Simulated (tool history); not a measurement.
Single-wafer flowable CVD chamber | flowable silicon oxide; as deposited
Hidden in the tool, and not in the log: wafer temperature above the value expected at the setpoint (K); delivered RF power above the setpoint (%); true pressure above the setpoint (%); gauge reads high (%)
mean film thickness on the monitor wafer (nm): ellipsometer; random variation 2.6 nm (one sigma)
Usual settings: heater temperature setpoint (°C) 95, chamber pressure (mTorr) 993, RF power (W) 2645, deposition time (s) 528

run,hour,heater temperature setpoint (°C),chamber pressure (mTorr),RF power (W),deposition time (s),wafers since the last listed run,hours since the last thermocouple change,hours since the last RF generator calibration,hours since the last manometer calibration,hours since the showerhead was replaced,hours since the gauge calibration,"read-back reference wafer on the same gauge, thickness_nm",mean film thickness on the monitor wafer (nm)
1,0,95,993,2645,528,0,1056.9,1669.4,625.3,4944.2,1135.4,410.376,494.875
2,47.6,95,993,2645,528,202,1104.5,1717,672.9,4991.8,1183,409.796,501.84
3,111.7,95,993,2645,528,272,1168.6,1781.1,737,5055.9,1247.1,410.717,499.192
4,141.2,95,993,2645,528,125,1198.1,1810.6,766.5,5085.4,1276.6,410.198,497.363
5,188.6,95,993,2645,528,201,1245.5,1858,813.9,5132.8,1324,409.168,496.498
6,337.4,95,914,2645,466,633,1394.3,2006.8,962.7,5281.6,1472.8,410.203,403.752
7,363,95,993,2645,528,108,1419.9,2032.4,988.3,5307.2,1498.4,410.102,501.076
8,397.4,95,993,2645,528,146,1454.3,2066.8,1022.7,5341.6,1532.8,410.185,501.006
9,454.6,95,993,2645,528,243,1511.5,2124,1079.9,5398.8,1590,410.127,501.996
10,516.3,110,1223,2140,497,262,1573.2,2185.7,1141.6,5460.5,1651.7,408.98,311.064
11,543.9,91,1217,2645,633,117,1600.8,2213.3,1169.2,5488.1,1679.3,410.269,846.487
12,568.9,110,1087,2645,528,106,1625.8,2238.3,1194.2,5513.1,1704.3,410.02,309.14
13,596.7,85,993,2645,434,118,1653.6,2266.1,1222,5540.9,1732.1,409.891,582.52
# hour 646.4: RF generator calibrated
14,651.7,89,1211,2205,432,199,1708.6,5.3,1277,5595.9,1787.1,410.225,591.083
15,788.9,95,993,2645,528,583,1845.8,142.5,1414.2,5733.1,1924.3,410.03,496.55
16,826.5,102,993,2645,528,159,1883.4,180.1,1451.8,5770.7,1961.9,410.088,380.586
# hour 833.1: gauge calibrated
# hour 855.1: thermocouple changed; heater temperature recalibrated
# hour 868.8: showerhead replaced
17,887.3,85,993,2645,617,190,32.2,240.9,1512.6,18.5,54.2,409.428,829.339
18,928.2,95,820,2180,490,174,73.1,281.8,1553.5,59.4,95.1,409.927,371.76
19,989.4,95,993,2645,528,260,134.3,343,1614.7,120.6,156.3,409.311,497.987
# hour 1013.7: capacitance manometer re-zeroed and calibrated
20,1047.5,110,1223,2140,497,213,192.4,401.1,33.8,178.7,214.4,409.127,311.08
21,1114.4,85,755,2645,476,284,259.3,468,100.7,245.6,281.3,409.738,487.619
22,1176.9,95,993,2645,528,265,321.8,530.5,163.2,308.1,343.8,409.924,498.817
23,1214.4,95,993,2645,528,159,359.3,568,200.7,345.6,381.3,410.026,498.118
24,1249.3,87,867,2645,528,148,394.2,602.9,235.6,380.5,416.2,409.628,588.549
25,1282.4,85,861,2280,492,140,427.3,636,268.7,413.6,449.3,410.771,556.734
26,1349.4,84,800,2645,528,285,494.3,703,335.7,480.6,516.3,409.89,596.287
27,1385.3,95,993,2340,528,152,530.2,738.9,371.6,516.5,552.2,409.658,485.253
28,1410,95,902,3130,528,105,554.9,763.6,396.3,541.2,576.9,409.801,462.5

The tool's hidden state at each run:
wafer temperature above the value expected at the setpoint (K): 0 in every run
delivered RF power above the setpoint (%): 0 in every run
true pressure above the setpoint (%): 0 in every run
gauge reads high (%): 0 in every run
